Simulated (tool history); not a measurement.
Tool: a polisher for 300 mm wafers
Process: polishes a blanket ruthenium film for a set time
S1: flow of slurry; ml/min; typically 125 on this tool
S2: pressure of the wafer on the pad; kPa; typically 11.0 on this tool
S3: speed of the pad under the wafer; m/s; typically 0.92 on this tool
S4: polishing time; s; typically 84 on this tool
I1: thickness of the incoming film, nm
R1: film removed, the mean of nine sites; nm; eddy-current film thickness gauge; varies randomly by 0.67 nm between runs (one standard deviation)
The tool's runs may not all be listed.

| run | hour | S1 | S2 | S3 | S4 | I1 | R1 |
|---|---|---|---|---|---|---|---|
| 1 | 0.0 | 125 | 11.0 | 0.92 | 66 | 533.1 | 43.6 |
| 2 | 62.6 | 125 | 11.0 | 0.92 | 84 | 535.3 | 55.4 |
| 3 | 270.5 | 125 | 11.0 | 0.92 | 84 | 531.3 | 56.3 |
| 4 | 322.2 | 125 | 11.0 | 0.92 | 84 | 533.1 | 55.6 |
| 5 | 387.6 | 125 | 11.0 | 0.92 | 84 | 529.1 | 54.2 |
| 6 | 441.4 | 125 | 11.0 | 0.92 | 84 | 529.5 | 55.5 |
| 7 | 481.0 | 125 | 11.0 | 0.92 | 84 | 535.0 | 60.0 |
| 8 | 507.7 | 125 | 11.0 | 0.92 | 84 | 524.7 | 58.7 |
| 9 | 553.0 | 125 | 11.0 | 0.92 | 84 | 526.6 | 55.9 |
| 10 | 614.7 | 125 | 11.0 | 0.92 | 84 | 530.9 | 55.8 |
| 11 | 658.9 | 125 | 11.0 | 0.92 | 84 | 532.6 | 54.7 |
| 12 | 690.8 | 125 | 11.0 | 0.92 | 84 | 527.9 | 55.2 |
| 13 | 731.0 | 125 | 11.0 | 0.92 | 84 | 538.8 | 55.4 |
| 14 | 904.1 | 125 | 11.0 | 0.92 | 84 | 530.2 | 56.4 |
| 15 | 929.0 | 125 | 14.5 | 1.14 | 94 | 534.9 | 77.2 |
| 16 | 972.7 | 125 | 14.5 | 1.14 | 94 | 528.2 | 75.7 |
| 17 | 1017.2 | 125 | 11.0 | 0.92 | 66 | 535.3 | 43.3 |
| 18 | 1049.6 | 125 | 11.0 | 0.92 | 84 | 529.5 | 54.7 |
| 19 | 1092.6 | 125 | 11.0 | 0.92 | 84 | 528.3 | 60.8 |
| 20 | 1139.0 | 125 | 8.3 | 1.04 | 84 | 535.0 | 53.7 |
| 21 | 1201.6 | 100 | 11.0 | 1.08 | 103 | 520.1 | 64.0 |
| 22 | 1243.8 | 125 | 8.3 | 1.04 | 84 | 523.9 | 51.6 |
| 23 | 1303.6 | 105 | 9.7 | 0.82 | 109 | 523.2 | 58.8 |
| 24 | 1372.5 | 125 | 11.0 | 0.92 | 84 | 535.5 | 61.7 |
| 25 | 1413.8 | 125 | 11.0 | 1.04 | 103 | 530.8 | 78.1 |
| 26 | 1469.6 | 125 | 11.0 | 0.92 | 72 | 526.3 | 49.7 |
| 27 | 1524.3 | 125 | 14.5 | 0.92 | 71 | 529.4 | 55.6 |
| 28 | 1584.0 | 150 | 11.0 | 1.10 | 84 | 518.6 | 64.0 |

Missing from the log above: 9 entries noted between runs. For each, name the pair of listed runs it sits between and say how the tool's hidden condition differs from the listed run just before to the listed run just after:
Logged between run 2 and run 3: worn pad replaced by a new one (hour 161.7)
  removal rate lost through wear of the pad, %: 10.5 -> 8.51
  what was measured, less what the result would be without the hidden state, R1: -6.4 -> -5.3 nm
Logged between run 5 and run 6: slurry nozzle cleaned (hour 392.1)
  removal rate lost through wear of the pad, %: 11.2 -> 11.8
  what was measured, less what the result would be without the hidden state, R1: -6.8 -> -7.4 nm
Logged between run 6 and run 7: worn pad replaced by a new one (hour 471.3); head pressure recalibrated (hour 480.5)
  removal rate lost through wear of the pad, %: 11.8 -> 1.97
  what was measured, less what the result would be without the hidden state, R1: -7.4 -> -1.2 nm
Logged between run 13 and run 14: worn pad replaced by a new one, of another model than before (hour 763.6)
  removal rate lost through wear of the pad, %: 11.4 -> 9.34
  what was measured, less what the result would be without the hidden state, R1: -7.2 -> -5.8 nm
Logged between run 18 and run 19: slurry nozzle cleaned (hour 1077.3); worn pad replaced by a new one (hour 1083.2)
  removal rate lost through wear of the pad, %: 11.6 -> 1.66
  what was measured, less what the result would be without the hidden state, R1: -7.1 -> -1.1 nm
Logged between run 21 and run 22: head pressure recalibrated (hour 1240.6)
  removal rate lost through wear of the pad, %: 8.4 -> 9.63
  what was measured, less what the result would be without the hidden state, R1: -5.9 -> -5.5 nm
Logged between run 23 and run 24: worn pad replaced by a new one (hour 1372.0)
  removal rate lost through wear of the pad, %: 10.7 -> 0.256
  what was measured, less what the result would be without the hidden state, R1: -7.0 -> -0.1 nm
